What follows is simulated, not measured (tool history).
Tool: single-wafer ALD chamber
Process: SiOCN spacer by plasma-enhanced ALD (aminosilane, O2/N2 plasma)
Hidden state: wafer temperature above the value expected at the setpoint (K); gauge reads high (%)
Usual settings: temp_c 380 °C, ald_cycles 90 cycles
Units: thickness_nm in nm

run	hour	temp_c	ald_cycles	wafers since the last listed run	hours since the last thermocouple change	hours since the gauge calibration	read-back reference wafer on the same gauge, thickness_nm	thickness_nm
1	0	380	96	0	3090.5	215.1	4.542	5.436
2	16.6	372	90	51	3107.1	231.7	4.552	5.097
# hour 28.5: gauge calibrated
3	29.1	372	90	38	3119.6	0.6	4.545	5.108
4	41.6	372	90	38	3132.1	13.1	4.548	5.08
5	65	380	90	72	3155.5	36.5	4.548	5.119
6	97.8	380	90	102	3188.3	69.3	4.548	5.098
7	110.3	380	90	38	3200.8	81.8	4.552	5.1
8	127.1	391	96	52	3217.6	98.6	4.546	5.473
9	142.8	391	96	48	3233.3	114.3	4.554	5.416
10	163.2	376	84	63	3253.7	134.7	4.554	4.775
11	187.9	390	90	76	3278.4	159.4	4.545	5.107
12	208.3	380	97	63	3298.8	179.8	4.551	5.52
# hour 237.1: thermocouple changed; heater temperature recalibrated
13	240.8	365	90	76	3.7	212.3	4.556	5.115
14	263.6	366	77	70	26.5	235.1	4.55	4.396
15	276.2	380	90	39	39.1	247.7	4.541	5.134
# hour 287.4: gauge calibrated
16	309.2	372	78	102	72.1	21.8	4.552	4.445
17	334.9	380	90	79	97.8	47.5	4.553	5.094
18	365.6	380	90	95	128.5	78.2	4.547	5.072

Hidden state at the last listed run before each entry between runs and at the first one after, where it differs:
Between runs 2 and 3: gauge calibrated (hour 28.5)
  no hidden state differs between the two runs
Between runs 12 and 13: thermocouple changed; heater temperature recalibrated (hour 237.1)
  no hidden state differs between the two runs
Between runs 15 and 16: gauge calibrated (hour 287.4)
  no hidden state differs between the two runs

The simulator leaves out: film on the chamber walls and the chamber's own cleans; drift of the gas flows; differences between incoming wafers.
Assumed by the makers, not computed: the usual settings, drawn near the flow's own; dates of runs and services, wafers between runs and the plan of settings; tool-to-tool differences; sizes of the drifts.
